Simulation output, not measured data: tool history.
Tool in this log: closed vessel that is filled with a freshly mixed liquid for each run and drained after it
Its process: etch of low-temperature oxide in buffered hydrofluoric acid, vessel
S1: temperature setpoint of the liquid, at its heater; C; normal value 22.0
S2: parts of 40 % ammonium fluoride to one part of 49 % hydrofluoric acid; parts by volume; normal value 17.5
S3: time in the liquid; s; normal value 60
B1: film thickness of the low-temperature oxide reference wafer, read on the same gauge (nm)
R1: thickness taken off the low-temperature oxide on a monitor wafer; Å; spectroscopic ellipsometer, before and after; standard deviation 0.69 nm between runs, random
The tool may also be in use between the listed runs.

run,hour,S1,S2,S3,B1,R1
1,0.0,22.0,17.5,60,81.06,2156.8
# hour 21.4: gauge calibrated
2,21.7,22.0,17.5,60,79.99,2130.9
3,53.3,22.0,17.5,60,80.06,2123.9
4,81.3,22.0,15.0,60,80.13,2469.9
5,110.4,22.0,17.5,60,80.21,2128.5
6,125.4,22.0,17.5,60,80.27,2118.3
7,160.1,22.0,17.5,60,80.39,2154.5
8,187.9,18.5,21.0,60,80.45,1483.6
9,217.8,18.5,21.0,60,80.55,1486.4
10,233.9,22.0,17.5,50,80.56,1787.4
11,268.7,22.0,17.5,50,80.62,1791.5
12,291.3,22.0,17.5,60,80.68,2153.5
13,303.7,22.0,17.5,40,80.77,1427.4
14,331.4,22.0,17.5,60,80.84,2145.6
# hour 356.9: thermometer replaced
15,359.2,22.0,17.5,60,80.94,2142.1
# hour 383.4: hydrofluoric acid flow meter replaced
16,394.6,25.5,17.5,60,81.05,2618.0
17,420.3,22.0,11.0,90,81.07,5115.2
18,433.7,19.0,24.0,60,81.15,1407.8
# hour 442.0: gauge calibrated
19,468.9,17.0,15.5,30,80.20,906.4
20,492.6,22.0,15.5,35,80.28,1402.5
21,542.5,20.5,17.5,75,80.39,2452.1
22,562.4,22.0,17.5,60,80.47,2132.3
23,588.3,22.0,11.0,90,80.52,5036.4
24,693.8,22.0,14.0,60,80.80,2668.3

Forecast each of these 3 alternatives for the next run:
A,694.5,24.5,17.5,60,?,?
B,694.5,20.5,12.0,35,?,?
C,694.5,26.0,15.0,30,?,?

run,B1,R1
A,80.81,2468.4
B,80.81,1672.8
C,80.81,1557.9
Had the tool no hidden state, the same runs would have come out as:
run,R1
A,2443.5
B,1655.9
C,1542.2
